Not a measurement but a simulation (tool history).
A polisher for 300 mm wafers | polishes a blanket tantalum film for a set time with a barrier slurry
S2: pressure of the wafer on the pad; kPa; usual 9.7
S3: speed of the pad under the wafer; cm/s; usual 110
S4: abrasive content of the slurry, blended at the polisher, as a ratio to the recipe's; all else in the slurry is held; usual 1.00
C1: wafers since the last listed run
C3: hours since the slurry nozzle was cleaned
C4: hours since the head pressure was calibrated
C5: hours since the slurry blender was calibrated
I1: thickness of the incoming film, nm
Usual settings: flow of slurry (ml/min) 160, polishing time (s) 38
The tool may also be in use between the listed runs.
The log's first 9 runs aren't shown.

{"run": 10, "hour": 78.3, "flow of slurry (ml/min)": 160, "S2": 9.7, "S3": 110, "S4": 1.0, "polishing time (s)": 38, "C1": 84, "wafers polished on this pad": 1106, "C3": 45.7, "C4": 1314.2, "C5": 222.4, "I1": 212.5, "film removed (nm)": 41.0}
{"hour": 86.3, "done": "worn pad replaced by a new one"}
{"run": 11, "hour": 86.8, "flow of slurry (ml/min)": 160, "S2": 9.7, "S3": 110, "S4": 1.0, "polishing time (s)": 34, "C1": 45, "wafers polished on this pad": 5, "C3": 54.2, "C4": 1322.7, "C5": 230.9, "I1": 210.9, "film removed (nm)": 36.2}
{"hour": 96.0, "done": "slurry blender recalibrated"}
{"run": 12, "hour": 96.6, "flow of slurry (ml/min)": 210, "S2": 9.7, "S3": 138, "S4": 1.0, "polishing time (s)": 38, "C1": 78, "wafers polished on this pad": 83, "C3": 64.0, "C4": 1332.5, "C5": 0.6, "I1": 209.1, "film removed (nm)": 49.4}
{"run": 13, "hour": 106.7, "flow of slurry (ml/min)": 180, "S2": 9.7, "S3": 74, "S4": 1.0, "polishing time (s)": 30, "C1": 101, "wafers polished on this pad": 185, "C3": 74.1, "C4": 1342.6, "C5": 10.7, "I1": 208.4, "film removed (nm)": 25.1}
{"run": 14, "hour": 119.8, "flow of slurry (ml/min)": 180, "S2": 9.7, "S3": 110, "S4": 1.0, "polishing time (s)": 38, "C1": 131, "wafers polished on this pad": 317, "C3": 87.2, "C4": 1355.7, "C5": 23.8, "I1": 211.9, "film removed (nm)": 41.2}
{"run": 15, "hour": 148.2, "flow of slurry (ml/min)": 160, "S2": 9.7, "S3": 110, "S4": 1.0, "polishing time (s)": 38, "C1": 286, "wafers polished on this pad": 603, "C3": 115.6, "C4": 1384.1, "C5": 52.2, "I1": 209.9, "film removed (nm)": 41.1}
{"run": 16, "hour": 161.8, "flow of slurry (ml/min)": 160, "S2": 9.7, "S3": 110, "S4": 1.0, "polishing time (s)": 50, "C1": 137, "wafers polished on this pad": 740, "C3": 129.2, "C4": 1397.7, "C5": 65.8, "I1": 208.3, "film removed (nm)": 53.7}
{"run": 17, "hour": 173.4, "flow of slurry (ml/min)": 160, "S2": 11.7, "S3": 94, "S4": 1.0, "polishing time (s)": 45, "C1": 116, "wafers polished on this pad": 857, "C3": 140.8, "C4": 1409.3, "C5": 77.4, "I1": 208.0, "film removed (nm)": 53.0}
{"run": 18, "hour": 181.6, "flow of slurry (ml/min)": 195, "S2": 13.1, "S3": 110, "S4": 1.0, "polishing time (s)": 38, "C1": 82, "wafers polished on this pad": 940, "C3": 149.0, "C4": 1417.5, "C5": 85.6, "I1": 209.2, "film removed (nm)": 56.0}
{"hour": 192.4, "done": "worn pad replaced by a new one"}
{"run": 19, "hour": 192.9, "flow of slurry (ml/min)": 135, "S2": 9.7, "S3": 110, "S4": 1.25, "polishing time (s)": 31, "C1": 73, "wafers polished on this pad": 4, "C3": 160.3, "C4": 1428.8, "C5": 96.9, "I1": 210.2, "film removed (nm)": 34.4}
{"hour": 211.0, "done": "head pressure recalibrated"}
{"run": 20, "hour": 239.5, "flow of slurry (ml/min)": 160, "S2": 9.7, "S3": 110, "S4": 1.0, "polishing time (s)": 43, "C1": 449, "wafers polished on this pad": 454, "C3": 206.9, "C4": 28.5, "C5": 143.5, "I1": 209.1, "film removed (nm)": 46.6}
{"run": 21, "hour": 252.5, "flow of slurry (ml/min)": 200, "S2": 9.7, "S3": 110, "S4": 1.0, "polishing time (s)": 38, "C1": 130, "wafers polished on this pad": 585, "C3": 219.9, "C4": 41.5, "C5": 156.5, "I1": 211.5, "film removed (nm)": 42.1}
{"run": 22, "hour": 259.6, "flow of slurry (ml/min)": 160, "S2": 9.7, "S3": 110, "S4": 0.8, "polishing time (s)": 42, "C1": 71, "wafers polished on this pad": 656, "C3": 227.0, "C4": 48.6, "C5": 163.6, "I1": 206.9, "film removed (nm)": 42.8}
{"run": 23, "hour": 267.3, "flow of slurry (ml/min)": 160, "S2": 9.7, "S3": 110, "S4": 1.0, "polishing time (s)": 32, "C1": 77, "wafers polished on this pad": 734, "C3": 234.7, "C4": 56.3, "C5": 171.3, "I1": 212.8, "film removed (nm)": 34.8}
{"hour": 276.3, "done": "slurry nozzle cleaned"}
{"run": 24, "hour": 279.6, "flow of slurry (ml/min)": 160, "S2": 11.7, "S3": 110, "S4": 0.75, "polishing time (s)": 38, "C1": 113, "wafers polished on this pad": 848, "C3": 3.3, "C4": 68.6, "C5": 183.6, "I1": 208.5, "film removed (nm)": 46.4}
{"hour": 293.7, "done": "worn pad replaced by a new one"}
{"run": 25, "hour": 296.2, "flow of slurry (ml/min)": 160, "S2": 9.7, "S3": 110, "S4": 1.0, "polishing time (s)": 38, "C1": 126, "wafers polished on this pad": 25, "C3": 19.9, "C4": 85.2, "C5": 200.2, "I1": 208.2, "film removed (nm)": 41.1}
{"run": 26, "hour": 305.3, "flow of slurry (ml/min)": 160, "S2": 9.7, "S3": 110, "S4": 1.0, "polishing time (s)": 38, "C1": 91, "wafers polished on this pad": 117, "C3": 29.0, "C4": 94.3, "C5": 209.3, "I1": 211.0, "film removed (nm)": 41.3}
{"run": 27, "hour": 321.7, "flow of slurry (ml/min)": 160, "S2": 9.7, "S3": 110, "S4": 1.25, "polishing time (s)": 38, "C1": 165, "wafers polished on this pad": 282, "C3": 45.4, "C4": 110.7, "C5": 225.7, "I1": 211.8, "film removed (nm)": 43.0}
{"run": 28, "hour": 333.8, "flow of slurry (ml/min)": 160, "S2": 9.7, "S3": 110, "S4": 0.9, "polishing time (s)": 38, "C1": 121, "wafers polished on this pad": 404, "C3": 57.5, "C4": 122.8, "C5": 237.8, "I1": 211.4, "film removed (nm)": 40.2}
{"run": 29, "hour": 351.2, "flow of slurry (ml/min)": 160, "S2": 10.3, "S3": 110, "S4": 1.0, "polishing time (s)": 30, "C1": 175, "wafers polished on this pad": 579, "C3": 74.9, "C4": 140.2, "C5": 255.2, "I1": 211.3, "film removed (nm)": 33.9}
{"run": 30, "hour": 362.4, "flow of slurry (ml/min)": 160, "S2": 9.7, "S3": 110, "S4": 1.0, "polishing time (s)": 38, "C1": 112, "wafers polished on this pad": 692, "C3": 86.1, "C4": 151.4, "C5": 266.4, "I1": 210.6, "film removed (nm)": 41.2}
{"run": 31, "hour": 388.6, "flow of slurry (ml/min)": 105, "S2": 9.7, "S3": 100, "S4": 1.0, "polishing time (s)": 38, "C1": 263, "wafers polished on this pad": 956, "C3": 112.3, "C4": 177.6, "C5": 292.6, "I1": 207.5, "film removed (nm)": 37.2}
{"run": 32, "hour": 397.4, "flow of slurry (ml/min)": 160, "S2": 8.3, "S3": 110, "S4": 1.0, "polishing time (s)": 38, "C1": 88, "wafers polished on this pad": 1045, "C3": 121.1, "C4": 186.4, "C5": 301.4, "I1": 208.9, "film removed (nm)": 35.2}

Forecast each of these 3 alternatives for the next run:
{"run": "A", "hour": 397.8, "flow of slurry (ml/min)": 110, "S2": 9.7, "S3": 110, "S4": 1.0, "polishing time (s)": 38, "C1": 4, "wafers polished on this pad": 1049, "C3": 121.5, "C4": 186.8, "C5": 301.8, "I1": 210.1, "film removed (nm)": "?"}
{"run": "B", "hour": 397.8, "flow of slurry (ml/min)": 115, "S2": 9.7, "S3": 110, "S4": 1.0, "polishing time (s)": 49, "C1": 4, "wafers polished on this pad": 1049, "C3": 121.5, "C4": 186.8, "C5": 301.8, "I1": 210.1, "film removed (nm)": "?"}
{"run": "C", "hour": 397.8, "flow of slurry (ml/min)": 160, "S2": 8.3, "S3": 98, "S4": 1.1, "polishing time (s)": 50, "C1": 4, "wafers polished on this pad": 1049, "C3": 121.5, "C4": 186.8, "C5": 301.8, "I1": 210.1, "film removed (nm)": "?"}

run=A film_removed_(nm)=40.0
run=B film_removed_(nm)=51.8
run=C film_removed_(nm)=44.1
Without the tool's hidden state the same runs would have given:
run=A film_removed_(nm)=40.0
run=B film_removed_(nm)=51.8
run=C film_removed_(nm)=44.1
